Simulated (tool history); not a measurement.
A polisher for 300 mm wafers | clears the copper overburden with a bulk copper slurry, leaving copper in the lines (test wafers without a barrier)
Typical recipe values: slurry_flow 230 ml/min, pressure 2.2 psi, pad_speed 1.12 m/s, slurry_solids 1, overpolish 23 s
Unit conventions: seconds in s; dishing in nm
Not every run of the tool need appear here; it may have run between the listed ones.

run     day  slurry_flow  pressure  pad_speed  slurry_solids  overpolish  incoming thickness of the incoming film, nm  seconds  dishing
  1       0          230       2.2       1.12              1          23                                       1300.1    164.7     86.2
      1.079  -- worn pad replaced by a new one
  2   1.179          230       2.2       1.12              1          23                                       1321.9    165.9       85
  3   2.517          230       2.2       1.12              1          23                                       1315.9    172.7     79.6
  4   3.338          230       2.2       1.12              1          23                                       1315.1    163.9     80.7
  5   4.704          230       2.2       1.12              1          23                                       1315.9    173.2       79
      5.425  -- slurry blender recalibrated
  6   5.754          230       2.2       1.12              1          23                                       1324.2    156.2     81.8
      6.117  -- slurry nozzle cleaned
  7     6.9          230       2.2       1.12              1          23                                       1314.7    160.7     83.6
  8   8.138          230       2.2       1.12              1          23                                       1292.6    150.3     81.4
      8.633  -- head pressure recalibrated
      9.242  -- worn pad replaced by a new one
  9   9.404          230       2.2       1.12              1          23                                       1303.3    176.9     76.6
 10  10.617          230       2.2       1.12              1          23                                       1304.9    177.1     75.3
 11  13.058          190       2.2        0.9              1          14                                       1310.5      240     46.8
 12  15.225          230       2.2       1.12              1          23                                       1333.4    191.5     71.1
     15.592  -- slurry blender recalibrated
     15.646  -- slurry nozzle cleaned
     16.296  -- worn pad replaced by a new one
 13  16.325          230       2.9       1.12              1          35                                       1327.3    131.3    106.2
 14  17.433          230       2.2       1.12              1          23                                       1295.3    177.5     79.8
 15  18.083          160       1.6        0.9              1          14                                       1294.3    294.3     36.8
 16  19.392          230       1.9          1              1          23                                       1309.9    225.9     67.6
 17  20.492          230       2.2       1.52              1          23                                       1283.3    130.4     88.3
 18  21.512          305       2.2       1.38            0.8          23                                       1312.2    145.3     83.5
 19    22.9          230       2.2       1.12              1          23                                       1302.4    178.9     79.5
 20  23.429          230       2.2       0.76              1          23                                       1309.2    278.1     60.9
     23.896  -- worn pad replaced by a new one
     24.771  -- slurry blender recalibrated
 21  24.854          190       2.7       0.86              1          35                                       1297.7    184.4     92.3
 22  25.679          230       2.2       1.12              1          23                                       1292.4    166.4     77.6
     26.642  -- slurry nozzle cleaned
 23  26.883          185       2.2       1.42           1.15          13                                       1309.5    133.5     65.5
 24  29.054          230       2.2       1.12              1          23                                       1299.6    175.9     79.1
 25  30.221          230       2.2       1.12              1          23                                       1282.5    168.9     79.3
     30.692  -- worn pad replaced by a new one
 26  31.025          170       1.7       1.12            1.2          15                                       1330.9    237.8     50.2
 27  32.325          230       1.9       1.12            1.2          23                                       1289.2    198.5       71
 28  33.096          230       2.2        1.4            0.8          28                                       1323.3    150.6     90.3

What if the next run were any one of these 4? Each begins from the tool's condition after run 28:
  A  33.117          230       2.2       1.12            1.1          23                                       1335.3        ?        ?
  B  33.117          230       2.2       0.78            1.1          23                                       1335.3        ?        ?
  C  33.117          230       2.2       1.12            1.2          18                                       1335.3        ?        ?
  D  33.117          230       2.2       1.42              1          23                                       1335.3        ?        ?

run  seconds  dishing
  A    183.8     78.6
  B    263.8     63.8
  C    180.1     69.4
  D    148.2       87
Without the tool's unlogged condition, the same runs would have read:
run  seconds  dishing
  A      174     80.2
  B    249.8     65.7
  C    170.3     71.3
  D    140.4     88.3
